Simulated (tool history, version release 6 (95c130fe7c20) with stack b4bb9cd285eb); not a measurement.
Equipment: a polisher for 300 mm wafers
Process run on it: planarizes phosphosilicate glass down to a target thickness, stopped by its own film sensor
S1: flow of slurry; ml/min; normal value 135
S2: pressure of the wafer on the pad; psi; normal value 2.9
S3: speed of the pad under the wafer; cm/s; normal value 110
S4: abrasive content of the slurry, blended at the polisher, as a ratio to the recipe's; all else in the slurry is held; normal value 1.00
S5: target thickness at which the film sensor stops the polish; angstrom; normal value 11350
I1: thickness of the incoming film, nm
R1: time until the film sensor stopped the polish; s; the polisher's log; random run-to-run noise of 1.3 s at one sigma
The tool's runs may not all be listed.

run 1 hour=0.0 | S1=135 S2=2.9 S3=110 S4=1.00 S5=11350 | I1=2175.6 | R1=153.2
-- hour=20.3 worn pad replaced by a new one
-- hour=31.8 conditioning disc replaced and pad reconditioned
run 2 hour=61.1 | S1=135 S2=2.9 S3=110 S4=0.85 S5=13450 | I1=2221.4 | R1=145.6
-- hour=102.9 slurry blender recalibrated
run 3 hour=103.4 | S1=135 S2=2.9 S3=110 S4=0.85 S5=13450 | I1=2228.3 | R1=132.8
run 4 hour=171.9 | S1=135 S2=2.5 S3=110 S4=1.00 S5=11350 | I1=2206.2 | R1=177.5
-- hour=200.6 worn pad replaced by a new one
-- hour=303.3 slurry blender recalibrated
run 5 hour=317.9 | S1=135 S2=2.5 S3=110 S4=1.00 S5=11350 | I1=2179.4 | R1=166.1
run 6 hour=376.7 | S1=135 S2=2.5 S3=110 S4=1.00 S5=11350 | I1=2213.6 | R1=175.5
-- hour=404.7 worn pad replaced by a new one, of another model than before
-- hour=514.9 conditioning disc replaced and pad reconditioned
-- hour=536.4 slurry blender recalibrated
run 7 hour=577.9 | S1=135 S2=2.9 S3=110 S4=1.00 S5=11350 | I1=2198.7 | R1=147.9
-- hour=592.7 worn pad replaced by a new one
run 8 hour=604.9 | S1=135 S2=3.2 S3=84 S4=1.25 S5=13950 | I1=2198.5 | R1=107.1
-- hour=654.0 head pressure recalibrated
run 9 hour=655.5 | S1=135 S2=2.2 S3=76 S4=1.15 S5=9730 | I1=2196.3 | R1=244.5
-- hour=717.9 slurry blender recalibrated
run 10 hour=722.1 | S1=135 S2=2.9 S3=110 S4=1.00 S5=11350 | I1=2200.4 | R1=142.6

Run 11 has not been measured yet. What should we expect?
-- hour=770.3 slurry nozzle cleaned
run 11 hour=788.2 | S1=135 S2=2.3 S3=110 S4=0.90 S5=11350 | I1=2176.5 | R1=?

{"run 11": {"R1": 183.9}}
Minus the tool's unlogged condition, the same run would have read R1 177.0 s.

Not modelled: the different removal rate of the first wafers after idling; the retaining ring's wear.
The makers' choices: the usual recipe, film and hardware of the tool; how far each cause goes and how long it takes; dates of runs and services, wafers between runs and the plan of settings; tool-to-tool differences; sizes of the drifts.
